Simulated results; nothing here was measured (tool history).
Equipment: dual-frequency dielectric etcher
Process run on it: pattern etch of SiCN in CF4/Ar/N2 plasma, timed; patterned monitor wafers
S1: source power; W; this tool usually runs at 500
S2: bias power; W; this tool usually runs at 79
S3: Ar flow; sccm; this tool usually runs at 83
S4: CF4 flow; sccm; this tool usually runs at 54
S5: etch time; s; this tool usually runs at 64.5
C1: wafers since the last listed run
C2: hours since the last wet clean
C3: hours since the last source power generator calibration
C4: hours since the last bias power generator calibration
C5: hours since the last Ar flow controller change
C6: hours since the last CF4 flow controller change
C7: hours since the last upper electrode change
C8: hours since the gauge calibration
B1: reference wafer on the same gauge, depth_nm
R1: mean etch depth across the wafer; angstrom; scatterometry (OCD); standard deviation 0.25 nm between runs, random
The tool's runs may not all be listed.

run,hour,S1,S2,S3,S4,S5,C1,C2,C3,C4,C5,C6,C7,C8,B1,R1
1,0,410,79,83,54,64.5,0,1.8,2776.7,81.2,1.2,2722.8,4598.9,39,67.8,523
2,11.6,500,79,83,54,47.5,106,13.4,2788.3,92.8,12.8,2734.4,4610.5,50.6,67.8,457
3,65.1,610,79,67,42,75,492,66.9,2841.8,146.3,66.3,2787.9,4664,104.1,67.8,843
# hour 83.1: CF4 flow controller replaced
4,83.6,500,79,83,54,64.5,115,85.4,2860.3,164.8,84.8,0.5,4682.5,122.6,67.7,618
5,90.2,500,60,100,49,48,60,92,2866.9,171.4,91.4,7.1,4689.1,129.2,67.8,377
6,98.8,500,79,83,54,64.5,79,100.6,2875.5,180,100,15.7,4697.7,137.8,67.9,615
7,104.9,420,86,83,54,64.5,56,106.7,2881.6,186.1,106.1,21.8,4703.8,143.9,67.8,562
8,117.9,500,86,83,41,64.5,119,119.7,2894.6,199.1,119.1,34.8,4716.8,156.9,67.8,630
# hour 143.4: upper electrode replaced, of another model than before
9,143.9,390,79,74,60,48,18,145.7,2920.6,225.1,145.1,60.8,0.5,182.9,67.9,318
10,144.2,500,79,83,54,64.5,2,146,2920.9,225.4,145.4,61.1,0.8,183.2,67.9,621
11,146.6,440,90,83,54,48.5,22,148.4,2923.3,227.8,147.8,63.5,3.2,185.6,67.9,431
# hour 151: source power generator calibrated
12,159.3,500,79,83,54,64.5,80,161.1,8.3,240.5,160.5,76.2,15.9,198.3,67.8,621
13,199.8,500,79,83,44,55,372,201.6,48.8,281,201,116.7,56.4,238.8,67.8,519
14,212.1,500,92,68,54,53.5,113,213.9,61.1,293.3,213.3,129,68.7,251.1,67.8,603
15,223.3,500,71,83,67,64.5,103,225.1,72.3,304.5,224.5,140.2,79.9,262.3,67.7,582
16,233.8,500,79,101,54,77.5,96,235.6,82.8,315,235,150.7,90.4,272.8,67.7,739
# hour 236.9: gauge calibrated
17,240.1,500,79,83,54,64.5,57,241.9,89.1,321.3,241.3,157,96.7,3.2,67.8,623
18,256.5,500,79,83,54,64.5,150,258.3,105.5,337.7,257.7,173.4,113.1,19.6,67.8,630
19,265.1,500,79,83,54,77,79,266.9,114.1,346.3,266.3,182,121.7,28.2,67.8,744
20,280.4,580,70,83,54,64.5,140,282.2,129.4,361.6,281.6,197.3,137,43.5,67.8,676
21,296.4,500,79,83,54,64.5,147,298.2,145.4,377.6,297.6,213.3,153,59.5,67.8,627
22,302.9,500,79,83,54,64.5,59,304.7,151.9,384.1,304.1,219.8,159.5,66,67.7,620

Hidden condition of the tool, last listed run before each entry between runs versus first listed run after:
Run 3 -> run 4: CF4 flow controller replaced (hour 83.1)
  etch rate over this chamber's usual, %: 0.429 -> 0.536
  the result without the hidden state subtracted from the measured one, R1: +3 -> +3 angstrom
Run 8 -> run 9: upper electrode replaced, of another model than before (hour 143.4)
  etch rate over this chamber's usual, %: 0.734 -> 0.884
  the result without the hidden state subtracted from the measured one, R1: +5 -> +2 angstrom
Run 11 -> run 12: source power generator calibrated (hour 151)
  etch rate over this chamber's usual, %: 0.9 -> 0.973
  the result without the hidden state subtracted from the measured one, R1: +4 -> +6 angstrom
Run 16 -> run 17: gauge calibrated (hour 236.9)
  etch rate over this chamber's usual, %: 1.4 -> 1.44
  the result without the hidden state subtracted from the measured one, R1: +10 -> +9 angstrom
